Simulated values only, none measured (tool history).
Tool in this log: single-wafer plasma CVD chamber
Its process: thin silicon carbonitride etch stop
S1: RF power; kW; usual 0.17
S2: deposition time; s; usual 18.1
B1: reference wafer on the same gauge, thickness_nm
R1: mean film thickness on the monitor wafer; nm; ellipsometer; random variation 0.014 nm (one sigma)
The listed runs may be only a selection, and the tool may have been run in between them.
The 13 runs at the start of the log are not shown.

run	day	S1	S2	B1	R1
14	39.825	0.155	18.1	8.081	8.859
15	42.717	0.17	18.1	8.079	9.254
16	44.4	0.15	20.3	8.075	9.74
17	48.208	0.15	17.1	8.079	8.21
18	51.775	0.17	18.1	8.077	9.261
19	54.729	0.145	19	8.079	8.933
# day 55.9: thermocouple changed; heater temperature recalibrated
20	56.579	0.195	20	8.083	10.873
# day 59.429: RF generator calibrated
21	59.933	0.195	20.6	8.083	11.309
22	62.108	0.2	17.2	8.084	9.554
# day 69.462: showerhead replaced
# day 69.904: gauge calibrated
23	74.092	0.19	15.1	8.082	8.174
24	75.854	0.185	20.7	8.082	11.047
25	77.688	0.17	18.1	8.08	9.272
26	80.096	0.17	18.1	8.08	9.245
27	84.017	0.17	19.1	8.087	9.803
28	87.562	0.15	16.4	8.076	7.861
29	89.258	0.17	18.1	8.081	9.286
30	91.138	0.185	15.9	8.081	8.474
31	93.783	0.2	20.6	8.083	11.368
32	96.217	0.17	18.1	8.084	9.235

Predict each of these 3 candidate next runs independently; none follows another, all start after run 32:
A	96.233	0.17	18.1	?	?
B	96.233	0.2	18.1	?	?
C	96.233	0.2	19.2	?	?

run	B1	R1
A	8.084	9.226
B	8.084	9.958
C	8.084	10.563
Stripped of hidden state, with their random variation kept, the same runs would have yielded:
run	R1
A	9.299
B	10.037
C	10.647
